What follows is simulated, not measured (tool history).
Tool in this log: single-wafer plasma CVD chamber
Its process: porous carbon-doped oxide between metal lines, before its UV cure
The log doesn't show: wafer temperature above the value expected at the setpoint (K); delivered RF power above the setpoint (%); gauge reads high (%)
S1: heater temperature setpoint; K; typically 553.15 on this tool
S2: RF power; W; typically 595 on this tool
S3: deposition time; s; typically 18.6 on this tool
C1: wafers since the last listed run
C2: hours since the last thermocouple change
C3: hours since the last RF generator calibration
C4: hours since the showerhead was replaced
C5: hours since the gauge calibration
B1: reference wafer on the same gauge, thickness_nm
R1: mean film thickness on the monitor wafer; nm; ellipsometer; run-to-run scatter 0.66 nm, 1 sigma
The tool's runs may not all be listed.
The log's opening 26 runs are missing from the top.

| run | hour | S1 | S2 | S3 | C1 | C2 | C3 | C4 | C5 | B1 | R1 |
|---|---|---|---|---|---|---|---|---|---|---|---|
| 27 | 1456.7 | 560.15 | 625 | 18.6 | 497 | 1032.3 | 316.6 | 455.7 | 498.3 | 150.166 | 122.93 |
|  | 1502.4 | RF generator calibrated, repeated, since the last time left the tool worse |
| 28 | 1522.3 | 553.15 | 595 | 18.6 | 1009 | 1097.9 | 19.9 | 521.3 | 563.9 | 150.115 | 136.633 |
| 29 | 1556.7 | 563.15 | 650 | 21.4 | 602 | 1132.3 | 54.3 | 555.7 | 598.3 | 150.141 | 157.151 |
| 30 | 1604.8 | 557.15 | 595 | 19.7 | 842 | 1180.4 | 102.4 | 603.8 | 646.4 | 150.23 | 139.354 |
| 31 | 1644.5 | 553.15 | 595 | 18.6 | 695 | 1220.1 | 142.1 | 643.5 | 686.1 | 150.04 | 137.037 |
| 32 | 1671 | 553.15 | 595 | 16.7 | 464 | 1246.6 | 168.6 | 670 | 712.6 | 149.841 | 122.022 |
| 33 | 1739.2 | 567.15 | 550 | 16.2 | 1194 | 1314.8 | 236.8 | 738.2 | 780.8 | 149.857 | 99.338 |
| 34 | 1782.3 | 553.15 | 595 | 16.3 | 755 | 1357.9 | 279.9 | 781.3 | 823.9 | 149.632 | 118.639 |

Each row is a separate what-if for the run after 34, all from the same tool condition, not one after another. Results?
| A | 1782.7 | 566.15 | 595 | 18.6 | 7 | 1358.3 | 280.3 | 781.7 | 824.3 | ? | ? |
| B | 1782.7 | 549.15 | 660 | 18.6 | 7 | 1358.3 | 280.3 | 781.7 | 824.3 | ? | ? |
| C | 1782.7 | 553.15 | 595 | 16.2 | 7 | 1358.3 | 280.3 | 781.7 | 824.3 | ? | ? |
| D | 1782.7 | 566.15 | 640 | 21.5 | 7 | 1358.3 | 280.3 | 781.7 | 824.3 | ? | ? |

| run | B1 | R1 |
|---|---|---|
| A | 149.91 | 124.079 |
| B | 149.91 | 154.252 |
| C | 149.91 | 118.902 |
| D | 149.91 | 152.975 |
Take away the tool's hidden state, keep each run's random variation, and the runs would have read:
| run | R1 |
|---|---|
| A | 125.496 |
| B | 155.986 |
| C | 120.26 |
| D | 154.694 |
